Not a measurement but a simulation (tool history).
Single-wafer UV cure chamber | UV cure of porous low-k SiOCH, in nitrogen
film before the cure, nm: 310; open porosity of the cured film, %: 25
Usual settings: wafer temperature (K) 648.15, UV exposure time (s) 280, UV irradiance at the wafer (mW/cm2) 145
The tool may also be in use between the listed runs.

run,hour,wafer temperature (K),UV exposure time (s),UV irradiance at the wafer (mW/cm2),loss of film thickness in the cure (%)
1,0,648.15,280,145,12.217
2,7,648.15,280,145,12.021
3,20.2,648.15,280,145,12.224
4,36,648.15,280,145,11.927
5,52.9,648.15,280,145,12.085
6,65.8,648.15,280,145,12.089
7,77.7,658.15,280,165,12.67
8,94.1,658.15,280,165,12.638
9,105,648.15,280,145,11.908
10,114.2,640.15,280,145,11.728
11,126.5,640.15,280,145,11.557
12,137.9,648.15,280,145,11.654
13,146.1,648.15,280,145,11.422
14,163.9,648.15,280,145,11.656
15,176.9,648.15,205,169,10.759
# hour 203.4: quartz window cleaned
16,205.2,648.15,205,169,11.359
17,218.4,648.15,205,169,11.255
18,225.2,648.15,280,145,12.23
19,234.4,648.15,280,145,11.858
20,243.1,648.15,280,145,12.153
21,251.6,640.15,170,127,9.158
22,264.3,648.15,375,117,12.367
# hour 293.9: UV bulbs replaced
23,306.9,666.15,440,111,15.003
24,315.2,656.15,280,145,13.817
25,329,648.15,280,145,13.548
26,335.1,648.15,400,113,14.191
27,345,648.15,175,145,11.414

The next listed run, before its measurement:
28,361.1,639.15,280,176,?

loss of film thickness in the cure (%): 14.235
Without the tool's hidden state the same run would have given loss of film thickness in the cure (%) 14.736.

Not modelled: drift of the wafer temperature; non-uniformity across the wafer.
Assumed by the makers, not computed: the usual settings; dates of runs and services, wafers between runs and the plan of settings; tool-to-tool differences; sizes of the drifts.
